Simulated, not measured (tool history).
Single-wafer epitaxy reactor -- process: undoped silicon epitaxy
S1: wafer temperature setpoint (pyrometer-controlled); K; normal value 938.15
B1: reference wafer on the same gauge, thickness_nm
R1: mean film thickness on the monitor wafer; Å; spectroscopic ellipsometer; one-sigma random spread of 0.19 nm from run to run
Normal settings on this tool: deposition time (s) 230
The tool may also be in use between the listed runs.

run 1 hour=0.0 | S1=938.15 deposition_time_(s)=230 | B1=45.963 | R1=621.33
run 2 hour=17.1 | S1=938.15 deposition_time_(s)=230 | B1=45.993 | R1=621.37
run 3 hour=28.0 | S1=935.15 deposition_time_(s)=230 | B1=46.019 | R1=579.00
run 4 hour=39.1 | S1=935.15 deposition_time_(s)=230 | B1=45.949 | R1=581.23
run 5 hour=56.7 | S1=935.15 deposition_time_(s)=230 | B1=46.036 | R1=578.43
run 6 hour=72.7 | S1=938.15 deposition_time_(s)=205 | B1=45.966 | R1=554.50
run 7 hour=87.0 | S1=938.15 deposition_time_(s)=205 | B1=45.989 | R1=558.69
run 8 hour=98.8 | S1=948.15 deposition_time_(s)=230 | B1=45.970 | R1=785.30
-- hour=119.1 pyrometer calibrated
run 9 hour=119.6 | S1=948.15 deposition_time_(s)=230 | B1=46.010 | R1=678.08
run 10 hour=126.4 | S1=938.15 deposition_time_(s)=230 | B1=46.069 | R1=539.70
run 11 hour=141.3 | S1=953.15 deposition_time_(s)=268 | B1=45.958 | R1=896.56
-- hour=144.3 gauge calibrated
run 12 hour=150.0 | S1=938.15 deposition_time_(s)=230 | B1=45.987 | R1=544.72
run 13 hour=163.1 | S1=938.15 deposition_time_(s)=230 | B1=45.973 | R1=543.66
run 14 hour=172.5 | S1=927.15 deposition_time_(s)=198 | B1=46.015 | R1=359.05
run 15 hour=180.4 | S1=928.15 deposition_time_(s)=190 | B1=45.940 | R1=353.08
run 16 hour=196.3 | S1=930.15 deposition_time_(s)=230 | B1=46.090 | R1=448.04
run 17 hour=212.4 | S1=947.15 deposition_time_(s)=242 | B1=45.926 | R1=711.48
run 18 hour=219.1 | S1=928.15 deposition_time_(s)=230 | B1=46.016 | R1=433.75
run 19 hour=236.6 | S1=934.15 deposition_time_(s)=190 | B1=45.933 | R1=414.06
run 20 hour=244.4 | S1=938.15 deposition_time_(s)=230 | B1=45.941 | R1=550.03
run 21 hour=262.1 | S1=929.15 deposition_time_(s)=253 | B1=45.977 | R1=489.33

Each row is a separate what-if for the run after 21, all from the same tool condition, not one after another. Results?
run A hour=262.6 | S1=938.15 deposition_time_(s)=230 | B1=? | R1=?
run B hour=262.6 | S1=928.15 deposition_time_(s)=261 | B1=? | R1=?
run C hour=262.6 | S1=948.15 deposition_time_(s)=243 | B1=? | R1=?
run D hour=262.6 | S1=951.15 deposition_time_(s)=265 | B1=? | R1=?

run=A B1=45.973 R1=553.17
run=B B1=45.973 R1=492.52
run=C B1=45.973 R1=740.55
run=D B1=45.973 R1=866.09
With the hidden condition removed and each run's random variation left untouched, the same runs would have given:
run=A R1=533.51
run=B R1=474.59
run=C R1=714.85
run=D R1=836.24
